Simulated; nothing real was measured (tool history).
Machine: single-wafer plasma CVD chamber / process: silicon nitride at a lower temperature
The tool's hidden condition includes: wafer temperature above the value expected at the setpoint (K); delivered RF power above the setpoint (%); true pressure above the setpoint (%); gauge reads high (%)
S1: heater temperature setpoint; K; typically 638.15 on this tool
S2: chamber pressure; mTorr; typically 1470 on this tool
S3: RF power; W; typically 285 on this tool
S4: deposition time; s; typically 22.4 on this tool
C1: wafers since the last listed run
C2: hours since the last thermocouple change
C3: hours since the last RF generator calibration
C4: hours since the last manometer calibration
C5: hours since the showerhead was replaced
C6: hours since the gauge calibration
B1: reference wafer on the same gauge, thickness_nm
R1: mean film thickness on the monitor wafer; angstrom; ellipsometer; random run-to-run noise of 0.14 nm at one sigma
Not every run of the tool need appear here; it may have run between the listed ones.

run,hour,S1,S2,S3,S4,C1,C2,C3,C4,C5,C6,B1,R1
1,0.0,638.15,1470,285,22.4,0,1095.9,414.5,187.7,5503.0,302.5,25.799,278.13
2,28.6,638.15,1470,285,22.4,886,1124.5,443.1,216.3,5531.6,331.1,25.787,276.27
# hour 51.6: showerhead replaced
3,53.2,638.15,1760,285,22.4,514,1149.1,467.7,240.9,1.6,355.7,25.816,287.91
4,111.8,652.15,1470,285,22.4,1816,1207.7,526.3,299.5,60.2,414.3,25.825,274.48
5,159.5,638.15,1470,285,22.4,1478,1255.4,574.0,347.2,107.9,462.0,25.803,279.27
6,190.8,638.15,1470,285,22.4,970,1286.7,605.3,378.5,139.2,493.3,25.805,277.60
7,294.2,625.15,1830,285,22.4,3205,1390.1,708.7,481.9,242.6,596.7,25.781,289.86
8,364.8,623.15,1810,260,24.1,2188,1460.7,779.3,552.5,313.2,667.3,25.814,293.29
# hour 413.1: capacitance manometer re-zeroed and calibrated, repeated, since the last time left the tool worse
9,449.3,649.15,1250,285,22.4,2371,1545.2,863.8,36.2,397.7,751.8,25.803,259.85
10,479.0,638.15,1830,330,22.4,920,1574.9,893.5,65.9,427.4,781.5,25.823,315.77
11,529.2,648.15,1260,255,24.9,1556,1625.1,943.7,116.1,477.6,831.7,25.806,268.21
12,558.7,625.15,1140,260,22.4,914,1654.6,973.2,145.6,507.1,861.2,25.803,239.62
# hour 620.5: thermocouple changed; heater temperature recalibrated
13,629.0,638.15,1470,285,22.4,1931,8.5,1043.5,215.9,577.4,931.5,25.790,272.56
14,656.3,626.15,1710,340,22.4,846,35.8,1070.8,243.2,604.7,958.8,25.785,319.19
15,697.9,638.15,1260,310,22.4,1289,77.4,1112.4,284.8,646.3,1000.4,25.786,280.01
16,731.3,631.15,1770,285,22.4,1035,110.8,1145.8,318.2,679.7,1033.8,25.811,283.91
17,792.6,633.15,1470,325,22.4,1900,172.1,1207.1,379.5,741.0,1095.1,25.821,300.10
18,823.0,642.15,1470,245,20.6,942,202.5,1237.5,409.9,771.4,1125.5,25.799,222.25
19,883.9,638.15,1580,285,26.3,1887,263.4,1298.4,470.8,832.3,1186.4,25.789,323.06

Forecast run 20:
20,1003.9,638.15,1830,330,22.4,3720,383.4,1418.4,590.8,952.3,1306.4,?,?

Logged for run 20: B1 25.792, R1 316.32 angstrom.
With the hidden condition absent and the run-to-run variation left alone, this run would have shown R1 316.63 angstrom.
